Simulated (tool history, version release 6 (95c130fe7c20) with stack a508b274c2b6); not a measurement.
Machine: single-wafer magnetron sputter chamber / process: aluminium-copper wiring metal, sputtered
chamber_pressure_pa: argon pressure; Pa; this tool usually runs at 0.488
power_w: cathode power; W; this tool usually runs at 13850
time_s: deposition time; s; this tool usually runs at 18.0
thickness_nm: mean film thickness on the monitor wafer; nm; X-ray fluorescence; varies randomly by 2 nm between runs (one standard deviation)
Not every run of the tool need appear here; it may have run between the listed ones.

| run | hour | chamber_pressure_pa | power_w | time_s | read-back reference wafer on the same gauge, thickness_nm | thickness_nm |
|---|---|---|---|---|---|---|
| 1 | 0.0 | 0.488 | 13850 | 18.0 | 347.886 | 417.221 |
| 2 | 14.2 | 0.488 | 12350 | 17.2 | 348.473 | 369.175 |
| 3 | 21.3 | 0.488 | 12350 | 17.2 | 347.489 | 365.840 |
| 4 | 34.4 | 0.488 | 12350 | 17.2 | 347.772 | 364.369 |
| 5 | 48.3 | 0.488 | 13850 | 18.0 | 348.518 | 417.411 |
| 6 | 63.1 | 0.488 | 13850 | 18.0 | 347.782 | 412.010 |
| 7 | 74.1 | 0.488 | 13850 | 18.0 | 348.512 | 412.365 |
| 8 | 84.5 | 0.437 | 13850 | 18.0 | 347.864 | 426.611 |
| 9 | 101.7 | 0.437 | 13850 | 18.0 | 347.705 | 426.692 |
| 10 | 115.6 | 0.437 | 13850 | 18.0 | 347.801 | 425.396 |
| 11 | 129.7 | 0.488 | 13850 | 19.3 | 348.184 | 444.460 |
|  | 140.9 | magnet pack replaced |
|  | 153.0 | sputter target and shields replaced |
| 12 | 153.5 | 0.488 | 13850 | 19.3 | 348.321 | 454.473 |
| 13 | 161.7 | 0.488 | 13850 | 19.3 | 348.477 | 452.041 |
| 14 | 172.8 | 0.377 | 12700 | 18.0 | 348.617 | 427.164 |
| 15 | 189.5 | 0.488 | 13850 | 18.0 | 348.172 | 419.769 |
| 16 | 205.2 | 0.538 | 11100 | 14.8 | 348.203 | 280.825 |
|  | 208.4 | gauge calibrated |
| 17 | 220.0 | 0.488 | 13850 | 18.0 | 348.033 | 411.269 |
| 18 | 226.3 | 0.488 | 13850 | 18.0 | 348.033 | 415.807 |
| 19 | 240.9 | 0.309 | 11100 | 19.5 | 347.647 | 435.230 |
|  | 255.2 | capacitance manometer re-zeroed and calibrated |
| 20 | 255.7 | 0.488 | 13850 | 18.0 | 347.883 | 418.310 |
| 21 | 262.8 | 0.488 | 13850 | 18.0 | 347.770 | 412.267 |
| 22 | 301.2 | 0.542 | 16200 | 15.8 | 348.214 | 394.696 |
| 23 | 313.0 | 0.488 | 13850 | 21.5 | 347.642 | 489.910 |
| 24 | 320.4 | 0.347 | 16650 | 19.4 | 347.892 | 559.717 |
| 25 | 334.8 | 0.655 | 15600 | 18.0 | 347.940 | 402.830 |
| 26 | 345.8 | 0.488 | 13850 | 21.6 | 347.524 | 495.601 |
| 27 | 356.1 | 0.488 | 13850 | 18.0 | 347.825 | 409.503 |
| 28 | 369.8 | 0.488 | 13850 | 21.6 | 347.849 | 492.451 |
|  | 389.7 | sputter target and shields replaced |
| 29 | 390.2 | 0.387 | 16500 | 19.8 | 347.975 | 569.572 |
| 30 | 392.6 | 0.662 | 11300 | 19.7 | 348.661 | 353.750 |
| 31 | 399.1 | 0.488 | 13850 | 18.0 | 348.072 | 424.485 |
| 32 | 411.5 | 0.300 | 16700 | 18.0 | 348.323 | 553.096 |
| 33 | 421.3 | 0.488 | 13850 | 16.3 | 347.704 | 377.572 |
| 34 | 434.4 | 0.488 | 13850 | 18.0 | 348.309 | 419.506 |

Each row is a separate what-if for the run after 34, all from the same tool condition, not one after another. Results?
| A | 434.8 | 0.488 | 13850 | 15.5 | ? | ? |
| B | 434.8 | 0.488 | 13850 | 19.5 | ? | ? |
| C | 434.8 | 0.488 | 15650 | 18.0 | ? | ? |
| D | 434.8 | 0.392 | 15850 | 15.9 | ? | ? |
| E | 434.8 | 0.488 | 13850 | 14.7 | ? | ? |

| run | read-back reference wafer on the same gauge, thickness_nm | thickness_nm |
|---|---|---|
| A | 348.139 | 360.777 |
| B | 348.139 | 453.881 |
| C | 348.139 | 459.386 |
| D | 348.139 | 438.029 |
| E | 348.139 | 342.157 |
What these runs would have given with no unlogged condition in the tool:
| run | thickness_nm |
|---|---|
| A | 366.465 |
| B | 461.037 |
| C | 466.628 |
| D | 444.935 |
| E | 347.551 |

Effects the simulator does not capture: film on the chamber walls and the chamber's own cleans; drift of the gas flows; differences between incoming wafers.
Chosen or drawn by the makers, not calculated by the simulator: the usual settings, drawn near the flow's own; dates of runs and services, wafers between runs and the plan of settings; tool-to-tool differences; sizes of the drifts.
